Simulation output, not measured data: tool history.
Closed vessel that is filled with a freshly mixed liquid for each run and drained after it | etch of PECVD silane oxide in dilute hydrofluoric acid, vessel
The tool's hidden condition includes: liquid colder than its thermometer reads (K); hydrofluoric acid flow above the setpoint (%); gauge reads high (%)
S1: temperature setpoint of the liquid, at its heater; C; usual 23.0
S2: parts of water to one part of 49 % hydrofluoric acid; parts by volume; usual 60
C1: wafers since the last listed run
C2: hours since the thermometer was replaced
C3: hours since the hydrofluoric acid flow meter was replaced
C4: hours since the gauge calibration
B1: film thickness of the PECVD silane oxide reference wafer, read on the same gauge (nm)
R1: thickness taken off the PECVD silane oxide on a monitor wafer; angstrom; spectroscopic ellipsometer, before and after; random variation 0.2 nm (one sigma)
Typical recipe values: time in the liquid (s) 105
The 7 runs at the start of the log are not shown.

{"run": 8, "day": 20.1, "S1": 23.0, "S2": 50, "time in the liquid (s)": 105, "C1": 2406, "C2": 1004.7, "C3": 91.9, "C4": 1425.2, "B1": 108.67, "R1": 702.8}
{"run": 9, "day": 22.817, "S1": 23.0, "S2": 50, "time in the liquid (s)": 105, "C1": 5644, "C2": 1069.9, "C3": 157.1, "C4": 1490.4, "B1": 108.59, "R1": 703.3}
{"run": 10, "day": 24.792, "S1": 23.0, "S2": 60, "time in the liquid (s)": 60, "C1": 4103, "C2": 1117.3, "C3": 204.5, "C4": 1537.8, "B1": 108.51, "R1": 330.9}
{"run": 11, "day": 25.8, "S1": 23.0, "S2": 60, "time in the liquid (s)": 60, "C1": 2094, "C2": 1141.5, "C3": 228.7, "C4": 1562.0, "B1": 108.51, "R1": 330.6}
{"run": 12, "day": 27.346, "S1": 23.0, "S2": 60, "time in the liquid (s)": 60, "C1": 3211, "C2": 1178.6, "C3": 265.8, "C4": 1599.1, "B1": 108.49, "R1": 331.9}
{"day": 28.721, "done": "thermometer replaced"}
{"run": 13, "day": 29.125, "S1": 23.0, "S2": 60, "time in the liquid (s)": 75, "C1": 3609, "C2": 9.7, "C3": 308.5, "C4": 1641.8, "B1": 108.44, "R1": 411.3}
{"run": 14, "day": 30.946, "S1": 23.0, "S2": 60, "time in the liquid (s)": 75, "C1": 3783, "C2": 53.4, "C3": 352.2, "C4": 1685.5, "B1": 108.38, "R1": 411.7}
{"run": 15, "day": 32.888, "S1": 23.0, "S2": 60, "time in the liquid (s)": 75, "C1": 4034, "C2": 100.0, "C3": 398.8, "C4": 1732.1, "B1": 108.33, "R1": 411.4}
{"run": 16, "day": 33.929, "S1": 23.0, "S2": 40, "time in the liquid (s)": 105, "C1": 2164, "C2": 125.0, "C3": 423.8, "C4": 1757.1, "B1": 108.32, "R1": 884.7}
{"day": 34.358, "done": "gauge calibrated"}
{"run": 17, "day": 36.404, "S1": 23.0, "S2": 45, "time in the liquid (s)": 105, "C1": 5142, "C2": 184.4, "C3": 483.2, "C4": 49.1, "B1": 109.94, "R1": 792.2}
{"run": 18, "day": 44.679, "S1": 23.0, "S2": 75, "time in the liquid (s)": 105, "C1": 17192, "C2": 383.0, "C3": 681.8, "C4": 247.7, "B1": 109.74, "R1": 460.6}
{"day": 45.738, "done": "hydrofluoric acid flow meter replaced"}
{"run": 19, "day": 47.592, "S1": 20.0, "S2": 60, "time in the liquid (s)": 105, "C1": 5964, "C2": 452.9, "C3": 44.5, "C4": 317.6, "B1": 109.69, "R1": 512.5}
{"run": 20, "day": 49.004, "S1": 23.0, "S2": 60, "time in the liquid (s)": 105, "C1": 2934, "C2": 486.8, "C3": 78.4, "C4": 351.5, "B1": 109.66, "R1": 584.1}
{"run": 21, "day": 51.558, "S1": 23.0, "S2": 70, "time in the liquid (s)": 170, "C1": 5306, "C2": 548.1, "C3": 139.7, "C4": 412.8, "B1": 109.58, "R1": 802.1}
{"run": 22, "day": 54.088, "S1": 19.5, "S2": 50, "time in the liquid (s)": 45, "C1": 5254, "C2": 608.8, "C3": 200.4, "C4": 473.5, "B1": 109.55, "R1": 262.4}
{"run": 23, "day": 55.738, "S1": 25.5, "S2": 75, "time in the liquid (s)": 130, "C1": 3428, "C2": 648.4, "C3": 240.0, "C4": 513.1, "B1": 109.5, "R1": 626.0}
{"run": 24, "day": 56.879, "S1": 23.0, "S2": 60, "time in the liquid (s)": 105, "C1": 2371, "C2": 675.8, "C3": 267.4, "C4": 540.5, "B1": 109.47, "R1": 583.8}
{"run": 25, "day": 58.0, "S1": 18.0, "S2": 80, "time in the liquid (s)": 130, "C1": 2328, "C2": 702.7, "C3": 294.3, "C4": 567.4, "B1": 109.43, "R1": 428.5}
{"run": 26, "day": 60.571, "S1": 23.0, "S2": 60, "time in the liquid (s)": 85, "C1": 5341, "C2": 764.4, "C3": 356.0, "C4": 629.1, "B1": 109.36, "R1": 471.3}
{"run": 27, "day": 63.229, "S1": 20.5, "S2": 75, "time in the liquid (s)": 105, "C1": 5523, "C2": 828.2, "C3": 419.8, "C4": 692.9, "B1": 109.33, "R1": 410.4}
{"run": 28, "day": 64.267, "S1": 23.0, "S2": 70, "time in the liquid (s)": 170, "C1": 2155, "C2": 853.1, "C3": 444.7, "C4": 717.8, "B1": 109.29, "R1": 799.3}
{"run": 29, "day": 65.404, "S1": 23.0, "S2": 60, "time in the liquid (s)": 105, "C1": 2363, "C2": 880.4, "C3": 472.0, "C4": 745.1, "B1": 109.28, "R1": 579.7}
{"run": 30, "day": 73.862, "S1": 19.0, "S2": 90, "time in the liquid (s)": 85, "C1": 17573, "C2": 1083.4, "C3": 675.0, "C4": 948.1, "B1": 109.09, "R1": 255.4}
{"day": 75.883, "done": "thermometer replaced"}
{"run": 31, "day": 76.296, "S1": 24.5, "S2": 70, "time in the liquid (s)": 125, "C1": 4969, "C2": 9.9, "C3": 733.4, "C4": 1006.5, "B1": 109.01, "R1": 623.9}
{"day": 78.362, "done": "hydrofluoric acid flow meter replaced"}
{"run": 32, "day": 78.629, "S1": 23.0, "S2": 85, "time in the liquid (s)": 105, "C1": 4761, "C2": 65.9, "C3": 6.4, "C4": 1062.5, "B1": 108.95, "R1": 396.8}

Branching from run 32: 3 alternative next runs. What would each branch give?
{"run": "A", "day": 78.658, "S1": 23.0, "S2": 90, "time in the liquid (s)": 105, "C1": 60, "C2": 66.6, "C3": 7.1, "C4": 1063.2, "B1": "?", "R1": "?"}
{"run": "B", "day": 78.658, "S1": 23.0, "S2": 60, "time in the liquid (s)": 160, "C1": 60, "C2": 66.6, "C3": 7.1, "C4": 1063.2, "B1": "?", "R1": "?"}
{"run": "C", "day": 78.658, "S1": 26.0, "S2": 70, "time in the liquid (s)": 150, "C1": 60, "C2": 66.6, "C3": 7.1, "C4": 1063.2, "B1": "?", "R1": "?"}

run=A B1=108.94 R1=371.7
run=B B1=108.94 R1=882.0
run=C B1=108.94 R1=789.9
With the hidden condition removed and each run's random variation left untouched, the same runs would have given:
run=A R1=375.3
run=B R1=890.5
run=C R1=797.5
